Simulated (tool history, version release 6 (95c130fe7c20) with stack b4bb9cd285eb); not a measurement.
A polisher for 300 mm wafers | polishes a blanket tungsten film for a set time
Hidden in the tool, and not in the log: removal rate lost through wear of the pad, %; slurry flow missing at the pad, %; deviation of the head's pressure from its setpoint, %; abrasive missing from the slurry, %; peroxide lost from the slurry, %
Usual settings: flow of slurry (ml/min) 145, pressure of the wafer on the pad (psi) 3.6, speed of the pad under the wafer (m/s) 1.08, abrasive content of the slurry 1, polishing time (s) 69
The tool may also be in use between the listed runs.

run,hour,flow of slurry (ml/min),pressure of the wafer on the pad (psi),speed of the pad under the wafer (m/s),abrasive content of the slurry,polishing time (s),wafers since the last listed run,wafers polished on this pad,hours since the slurry nozzle was cleaned,hours since the head pressure was calibrated,hours since the slurry blender was calibrated,hours since the slurry got fresh peroxide,"incoming thickness of the incoming film, nm",film removed (Å)
1,0,145,3.6,1.08,1,69,0,2101,310.4,150.4,7.2,259.6,966.6,3644
2,90.8,145,3.6,1.08,1,69,758,2859,401.2,241.2,98,350.4,962.2,3611
# hour 100.8: slurry tank refilled with fresh slurry and peroxide
# hour 112.6: worn pad replaced by a new one, of another model than before
3,158.5,145,3.6,1.08,1,69,523,383,468.9,308.9,165.7,57.7,946,3701
# hour 233.2: head pressure recalibrated
4,242.2,145,3.6,1.08,1,69,682,1065,552.6,9,249.4,141.4,949.6,3784
5,283.7,145,3.6,1.08,1,69,346,1411,594.1,50.5,290.9,182.9,948.4,3735
6,337.4,145,3.6,1.08,1,69,448,1860,647.8,104.2,344.6,236.6,949,3612
# hour 359.7: slurry blender recalibrated
7,425.5,145,3.6,1.22,1,69,718,2579,735.9,192.3,65.8,324.7,969.1,3907
# hour 477: slurry tank refilled with fresh slurry and peroxide
8,515.1,145,3.6,1.3,1,69,739,3318,825.5,281.9,155.4,38.1,959,3932
# hour 542.7: slurry nozzle cleaned
9,551.8,145,3.6,1.3,1,69,298,3616,9.1,318.6,192.1,74.8,944.9,3921
# hour 586.4: worn pad replaced by a new one
10,602.2,145,3.6,1.3,1,69,387,131,59.5,369,242.5,125.2,947,3895
11,666.2,145,2.3,1.08,1,69,534,666,123.5,433,306.5,189.2,945.4,2820
# hour 686.6: head pressure recalibrated
12,729.6,145,3.6,1.08,1,69,512,1178,186.9,43,369.9,252.6,946.3,3710
# hour 779.8: slurry blender recalibrated
13,834.8,145,2.8,1.08,1,48,861,2040,292.1,148.2,55,357.8,962.7,2219
# hour 856.9: slurry tank refilled with fresh slurry and peroxide
14,884.2,145,3.6,1.08,1,53,404,2444,341.5,197.6,104.4,27.3,953.6,2797
15,937.9,145,4.1,0.92,1,61,448,2892,395.2,251.3,158.1,81,947.2,3210
# hour 988.3: worn pad replaced by a new one
# hour 1047.4: head pressure recalibrated
# hour 1152.9: slurry blender recalibrated
16,1175.2,145,3.6,1.08,1,69,1914,1527,632.5,127.8,22.3,318.3,970.9,3695
17,1218.2,160,3.6,1.08,1,69,358,1886,675.5,170.8,65.3,361.3,954.2,3733
18,1275.3,145,3.6,0.94,1,55,476,2362,732.6,227.9,122.4,418.4,965.1,2743
# hour 1285.8: slurry tank refilled with fresh slurry and peroxide
# hour 1307.8: slurry nozzle cleaned
19,1339.4,145,3.6,1.08,0.75,69,518,2881,31.6,292,186.5,53.6,955.4,3207
# hour 1401.1: worn pad replaced by a new one
20,1420.2,145,2.3,0.92,0.9,69,641,159,112.4,372.8,267.3,134.4,951.2,2546
# hour 1425.7: head pressure recalibrated
21,1477.9,145,4.6,1.38,1.2,57,465,624,170.1,52.2,325,192.1,956,4242
# hour 1541.9: slurry blender recalibrated
22,1567.6,125,3.6,1.08,1,61,732,1356,259.8,141.9,25.7,281.8,959.7,3137
23,1626.5,145,4,1.08,1,69,491,1848,318.7,200.8,84.6,340.7,959.5,3927
# hour 1675: slurry tank refilled with fresh slurry and peroxide
24,1722.5,145,3.6,1.08,1,69,793,2641,414.7,296.8,180.6,47.5,947.8,3635
25,1779,145,2.7,1.08,0.8,59,471,3113,471.2,353.3,237.1,104,951.1,2412

5 ways to go on from here, each from the tool as it stands after run 25. What would each give?
A,1779.4,145,3.6,1.08,1,51,3,3116,471.6,353.7,237.5,104.4,975.9,?
B,1779.4,145,2.5,1.08,1,80,3,3116,471.6,353.7,237.5,104.4,975.9,?
C,1779.4,105,3.9,1.08,1,69,3,3116,471.6,353.7,237.5,104.4,975.9,?
D,1779.4,145,3.6,1.08,1.15,69,3,3116,471.6,353.7,237.5,104.4,975.9,?
E,1779.4,145,3.6,1.08,1,90,3,3116,471.6,353.7,237.5,104.4,975.9,?

run,film removed (Å)
A,2658
B,3467
C,3505
D,3797
E,4691
Without the tool's hidden state the same runs would have given:
run,film removed (Å)
A,2746
B,3581
C,3621
D,3922
E,4846

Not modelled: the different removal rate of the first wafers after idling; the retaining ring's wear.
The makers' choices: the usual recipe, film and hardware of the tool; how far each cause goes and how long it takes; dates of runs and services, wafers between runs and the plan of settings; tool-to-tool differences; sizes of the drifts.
